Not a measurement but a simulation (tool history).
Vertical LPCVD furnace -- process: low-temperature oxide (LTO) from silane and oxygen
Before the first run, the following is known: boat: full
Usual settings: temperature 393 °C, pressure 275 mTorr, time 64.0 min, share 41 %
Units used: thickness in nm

run	hour	temperature	pressure	time	share	read-back reference wafer on the same gauge, thickness	thickness
1	0.0	393	275	64.0	41	667.06	694.45
2	10.1	393	275	64.0	41	666.95	694.72
3	21.3	393	275	64.0	41	667.10	695.25
4	39.4	393	275	64.0	41	666.52	694.37
5	46.2	393	275	64.0	41	667.45	694.85
6	61.9	393	275	64.0	41	666.85	695.64
7	71.5	393	275	64.0	41	667.04	697.48
8	85.0	393	275	64.0	41	667.42	694.46
9	102.3	393	275	64.0	41	667.38	696.73
10	115.9	393	275	64.0	41	666.89	696.32
11	132.4	393	275	64.0	41	667.22	698.82
# hour 164.9: thermocouples replaced and temperature profile calibrated
# hour 167.4: silane flow controller replaced
12	167.9	393	275	64.0	41	667.02	731.19
13	172.6	393	275	64.0	41	667.36	727.78
14	177.3	387	275	64.0	41	666.79	679.25
15	182.0	393	235	70.5	45	666.54	764.33
16	226.0	390	275	64.0	41	666.71	703.75
17	244.9	393	275	64.0	41	667.21	729.46
18	261.0	393	305	64.0	37	667.20	707.10
19	277.6	393	275	64.0	45	666.99	810.71
# hour 312.9: pressure gauge zeroed
20	313.4	393	275	64.0	41	666.64	702.80
21	318.1	399	230	56.0	44	666.77	594.24
22	322.8	393	275	46.5	41	667.05	511.38
23	333.2	387	275	72.0	38	666.96	670.47
# hour 334.3: gauge calibrated
24	344.8	393	275	86.5	44	666.90	1029.60
25	356.7	385	210	64.0	41	666.80	488.88
26	367.8	393	275	64.0	41	667.10	701.32
27	379.4	393	335	57.5	33	667.16	576.79
28	391.6	386	240	46.0	41	667.22	406.13
29	403.0	393	275	64.0	41	667.32	699.68
30	437.3	393	275	48.0	41	666.71	525.68

Measured minus without-hidden-state, run by run (identical run-to-run variation in each term; gauge scatter may differ):
The tool's hidden condition here consists of: true tube temperature minus thermocouple reading, K; true pressure minus gauge reading, mTorr; deviation of the silane flow from its setpoint, %; gauge reads high (%).
run	thickness
1	-13.36
2	-13.17
3	-12.98
4	-12.61
5	-12.49
6	-12.20
7	-12.05
8	-11.74
9	-11.43
10	-11.17
11	-10.87
12	+20.78
13	+20.68
14	+19.30
15	+25.07
16	+19.93
17	+20.65
18	+17.78
19	+23.27
20	-5.41
21	-4.86
22	-4.08
23	-5.96
24	-8.31
25	-5.11
26	-6.53
27	-6.20
28	-4.36
29	-7.20
30	-5.89
